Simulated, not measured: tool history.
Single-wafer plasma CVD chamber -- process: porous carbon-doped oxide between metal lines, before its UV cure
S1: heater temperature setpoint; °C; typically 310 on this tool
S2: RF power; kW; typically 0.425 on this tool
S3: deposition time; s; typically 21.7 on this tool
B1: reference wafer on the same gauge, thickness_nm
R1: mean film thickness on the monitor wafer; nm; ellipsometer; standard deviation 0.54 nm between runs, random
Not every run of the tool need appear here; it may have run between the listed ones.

{"run": 1, "hour": 0.0, "S1": 310, "S2": 0.425, "S3": 21.7, "B1": 87.875, "R1": 101.473}
{"run": 2, "hour": 82.4, "S1": 310, "S2": 0.425, "S3": 21.7, "B1": 87.953, "R1": 102.066}
{"run": 3, "hour": 150.6, "S1": 310, "S2": 0.425, "S3": 23.3, "B1": 87.751, "R1": 108.986}
{"hour": 159.4, "done": "thermocouple changed; heater temperature recalibrated"}
{"run": 4, "hour": 219.6, "S1": 310, "S2": 0.425, "S3": 21.7, "B1": 88.053, "R1": 102.007}
{"run": 5, "hour": 286.1, "S1": 310, "S2": 0.425, "S3": 21.7, "B1": 88.128, "R1": 101.622}
{"run": 6, "hour": 384.4, "S1": 310, "S2": 0.425, "S3": 21.7, "B1": 87.938, "R1": 101.362}
{"run": 7, "hour": 486.7, "S1": 310, "S2": 0.425, "S3": 21.7, "B1": 87.988, "R1": 100.848}
{"run": 8, "hour": 536.9, "S1": 310, "S2": 0.425, "S3": 21.7, "B1": 87.806, "R1": 100.165}
{"run": 9, "hour": 576.3, "S1": 310, "S2": 0.425, "S3": 21.7, "B1": 88.028, "R1": 100.717}
{"run": 10, "hour": 756.8, "S1": 310, "S2": 0.425, "S3": 21.7, "B1": 88.115, "R1": 99.933}
{"hour": 817.1, "done": "gauge calibrated"}
{"run": 11, "hour": 832.0, "S1": 310, "S2": 0.425, "S3": 24, "B1": 87.676, "R1": 110.674}
{"run": 12, "hour": 920.9, "S1": 310, "S2": 0.425, "S3": 24, "B1": 87.972, "R1": 109.553}
{"run": 13, "hour": 1003.4, "S1": 310, "S2": 0.45, "S3": 25.1, "B1": 87.865, "R1": 119.339}
{"run": 14, "hour": 1065.4, "S1": 310, "S2": 0.425, "S3": 21.7, "B1": 87.99, "R1": 99.473}
{"run": 15, "hour": 1141.8, "S1": 310, "S2": 0.36, "S3": 20, "B1": 88.257, "R1": 78.64}
{"hour": 1193.5, "done": "showerhead replaced"}
{"run": 16, "hour": 1222.7, "S1": 310, "S2": 0.425, "S3": 21.7, "B1": 87.964, "R1": 98.246}
{"run": 17, "hour": 1294.4, "S1": 310, "S2": 0.425, "S3": 21.7, "B1": 87.885, "R1": 96.927}
{"run": 18, "hour": 1356.8, "S1": 310, "S2": 0.425, "S3": 25.4, "B1": 88.098, "R1": 112.952}
{"run": 19, "hour": 1393.9, "S1": 304, "S2": 0.425, "S3": 20, "B1": 88.15, "R1": 93.432}
{"run": 20, "hour": 1488.5, "S1": 298, "S2": 0.38, "S3": 17.9, "B1": 88.198, "R1": 77.69}
{"run": 21, "hour": 1585.4, "S1": 310, "S2": 0.425, "S3": 21.7, "B1": 88.153, "R1": 95.794}
{"hour": 1599.0, "done": "RF generator calibrated"}
{"hour": 1606.3, "done": "thermocouple changed; heater temperature recalibrated"}
{"run": 22, "hour": 1624.1, "S1": 310, "S2": 0.425, "S3": 21.7, "B1": 88.168, "R1": 101.021}
{"run": 23, "hour": 1663.4, "S1": 301, "S2": 0.425, "S3": 21.7, "B1": 87.99, "R1": 107.009}
{"run": 24, "hour": 1732.6, "S1": 295, "S2": 0.38, "S3": 25.3, "B1": 87.997, "R1": 117.173}
{"run": 25, "hour": 1781.7, "S1": 310, "S2": 0.425, "S3": 21.7, "B1": 88.078, "R1": 102.225}
{"run": 26, "hour": 1837.7, "S1": 321, "S2": 0.455, "S3": 17.9, "B1": 88.002, "R1": 84.575}
{"run": 27, "hour": 1926.5, "S1": 310, "S2": 0.425, "S3": 21.7, "B1": 87.968, "R1": 102.002}
{"run": 28, "hour": 1978.5, "S1": 301, "S2": 0.385, "S3": 25.5, "B1": 87.969, "R1": 114.867}
{"run": 29, "hour": 2015.6, "S1": 310, "S2": 0.425, "S3": 21.7, "B1": 88.039, "R1": 102.495}
{"run": 30, "hour": 2056.3, "S1": 310, "S2": 0.375, "S3": 25.5, "B1": 88.016, "R1": 107.104}
{"run": 31, "hour": 2129.1, "S1": 301, "S2": 0.49, "S3": 17.8, "B1": 87.895, "R1": 98.649}
{"run": 32, "hour": 2192.1, "S1": 310, "S2": 0.425, "S3": 17.7, "B1": 88.132, "R1": 83.8}
{"run": 33, "hour": 2292.5, "S1": 301, "S2": 0.425, "S3": 21.7, "B1": 88.204, "R1": 107.094}
{"run": 34, "hour": 2343.8, "S1": 297, "S2": 0.425, "S3": 21.7, "B1": 87.935, "R1": 109.079}
{"run": 35, "hour": 2446.7, "S1": 305, "S2": 0.34, "S3": 25.6, "B1": 88.007, "R1": 99.701}

Same runs, no hidden state in the tool, same run-to-run variation:
Hidden state present: wafer temperature above the value expected at the setpoint (K); delivered RF power above the setpoint (%); gauge reads high (%).
run=1 R1=102.017
run=2 R1=102.718
run=3 R1=109.793
run=4 R1=102.88
run=5 R1=102.621
run=6 R1=102.573
run=7 R1=102.309
run=8 R1=101.752
run=9 R1=102.427
run=10 R1=102.212
run=11 R1=113.502
run=12 R1=112.737
run=13 R1=123.225
run=14 R1=102.989
run=15 R1=81.815
run=16 R1=102.477
run=17 R1=101.473
run=18 R1=118.645
run=19 R1=98.343
run=20 R1=82.383
run=21 R1=101.981
run=22 R1=101.41
run=23 R1=107.427
run=24 R1=117.671
run=25 R1=102.669
run=26 R1=84.92
run=27 R1=102.558
run=28 R1=115.58
run=29 R1=103.156
run=30 R1=107.878
run=31 R1=99.339
run=32 R1=84.565
run=33 R1=108.28
run=34 R1=110.409
run=35 R1=101.217
